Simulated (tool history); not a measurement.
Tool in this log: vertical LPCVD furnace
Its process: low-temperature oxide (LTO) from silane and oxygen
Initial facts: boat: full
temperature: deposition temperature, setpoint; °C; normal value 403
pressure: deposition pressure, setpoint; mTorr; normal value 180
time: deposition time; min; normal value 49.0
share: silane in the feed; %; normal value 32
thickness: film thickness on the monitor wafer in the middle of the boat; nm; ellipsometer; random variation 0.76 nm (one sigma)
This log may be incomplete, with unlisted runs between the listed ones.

run   hour  temperature  pressure  time  share  wafers since the last listed run  hours since the last temperature calibration  hours since the pressure gauge was zeroed  hours since the silane flow controller was replaced  hours since the gauge calibration  read-back reference wafer on the same gauge, thickness  thickness
  1    0.0          403       180  49.0     32                                 0                                        3381.7                                     3713.0                                               4867.4                              535.0                                                  327.21     304.13
  2   23.6          403       180  49.0     32                               316                                        3405.3                                     3736.6                                               4891.0                              558.6                                                  326.97     303.76
  3   58.1          403       180  49.0     32                               462                                        3439.8                                     3771.1                                               4925.5                              593.1                                                  326.91     303.66
  4   71.0          403       180  62.0     32                               173                                        3452.7                                     3784.0                                               4938.4                              606.0                                                  326.94     385.34
  5   86.6          403       180  49.0     32                               209                                        3468.3                                     3799.6                                               4954.0                              621.6                                                  326.88     303.60
  6  113.9          403       180  49.0     32                               366                                        3495.6                                     3826.9                                               4981.3                              648.9                                                  326.74     303.64
     157.7  -- thermocouples replaced and temperature profile calibrated
  7  158.2          403       180  49.0     32                               272                                           0.5                                     3871.2                                               5025.6                              693.2                                                  326.89     304.01
  8  169.9          403       180  49.0     28                               156                                          12.2                                     3882.9                                               5037.3                              704.9                                                  326.81     247.34
  9  188.0          403       180  49.0     28                               242                                          30.3                                     3901.0                                               5055.4                              723.0                                                  327.02     248.19
     224.6  -- silane flow controller replaced
 10  225.1          403       205  49.0     32                               175                                          67.4                                     3938.1                                                  0.5                              760.1                                                  326.89     366.47
 11  230.0          403       145  49.0     32                                65                                          72.3                                     3943.0                                                  5.4                              765.0                                                  326.72     257.96
 12  235.2          412       180  49.0     37                                69                                          77.5                                     3948.2                                                 10.6                              770.2                                                  326.94     432.76
 13  263.9          412       180  49.0     37                               384                                         106.2                                     3976.9                                                 39.3                              798.9                                                  326.89     429.91
 14  293.4          403       180  49.0     32                               395                                         135.7                                     4006.4                                                 68.8                              828.4                                                  327.20     320.05
 15  324.2          393       150  29.5     26                               413                                         166.5                                     4037.2                                                 99.6                              859.2                                                  327.04     104.45
 16  346.1          397       200  61.0     26                               293                                         188.4                                     4059.1                                                121.5                              881.1                                                  326.82     304.28
 17  363.3          409       180  41.0     32                               230                                         205.6                                     4076.3                                                138.7                              898.3                                                  326.68     287.08
 18  428.5          410       195  49.0     32                               874                                         270.8                                     4141.5                                                203.9                              963.5                                                  326.59     374.76
 19  457.2          403       195  49.0     32                               384                                         299.5                                     4170.2                                                232.6                              992.2                                                  327.14     348.04
     459.7  -- gauge calibrated
 20  486.5          403       180  49.0     32                               393                                         328.8                                     4199.5                                                261.9                               26.8                                                  327.30     322.10
     520.4  -- pressure gauge zeroed
 21  520.9          403       180  49.0     32                               139                                         363.2                                        0.5                                                296.3                               61.2                                                  327.13     320.18
 22  528.9          393       145  65.0     32                               107                                         371.2                                        8.5                                                304.3                               69.2                                                  326.89     303.56
 23  551.6          403       200  49.0     28                               304                                         393.9                                       31.2                                                327.0                               91.9                                                  327.08     292.42
 24  565.8          403       180  49.0     32                               190                                         408.1                                       45.4                                                341.2                              106.1                                                  327.08     319.61
 25  596.4          403       180  49.0     32                               410                                         438.7                                       76.0                                                371.8                              136.7                                                  326.93     319.55
 26  617.8          403       180  67.5     32                               287                                         460.1                                       97.4                                                393.2                              158.1                                                  326.86     441.12
 27  631.9          409       180  49.0     32                               189                                         474.2                                      111.5                                                407.3                              172.2                                                  327.14     343.12
 28  667.5          410       180  49.0     36                               477                                         509.8                                      147.1                                                442.9                              207.8                                                  327.14     405.72
 29  687.3          403       180  49.0     32                               265                                         529.6                                      166.9                                                462.7                              227.6                                                  326.70     319.97
 30  704.8          397       180  49.0     32                               234                                         547.1                                      184.4                                                480.2                              245.1                                                  326.81     296.37

Consider 5 possible next runs. They are alternatives, not a sequence: every one starts from the tool as it was left by run 30. What does each give?
  A  709.8          403       180  49.0     32                                67                                         552.1                                      189.4                                                485.2                              250.1                                                       ?          ?
  B  709.8          409       140  59.5     27                                67                                         552.1                                      189.4                                                485.2                              250.1                                                       ?          ?
  C  709.8          403       180  49.0     29                                67                                         552.1                                      189.4                                                485.2                              250.1                                                       ?          ?
  D  709.8          403       140  49.0     32                                67                                         552.1                                      189.4                                                485.2                              250.1                                                       ?          ?
  E  709.8          411       180  64.5     26                                67                                         552.1                                      189.4                                                485.2                              250.1                                                       ?          ?

run  read-back reference wafer on the same gauge, thickness  thickness
  A                                                  326.75     320.89
  B                                                  326.75     253.39
  C                                                  326.75     278.21
  D                                                  326.75     249.58
  E                                                  326.75     341.36
With the hidden condition removed and each run's random variation left untouched, the same runs would have given:
run  thickness
  A     323.13
  B     255.44
  C     280.35
  D     251.32
  E     344.19

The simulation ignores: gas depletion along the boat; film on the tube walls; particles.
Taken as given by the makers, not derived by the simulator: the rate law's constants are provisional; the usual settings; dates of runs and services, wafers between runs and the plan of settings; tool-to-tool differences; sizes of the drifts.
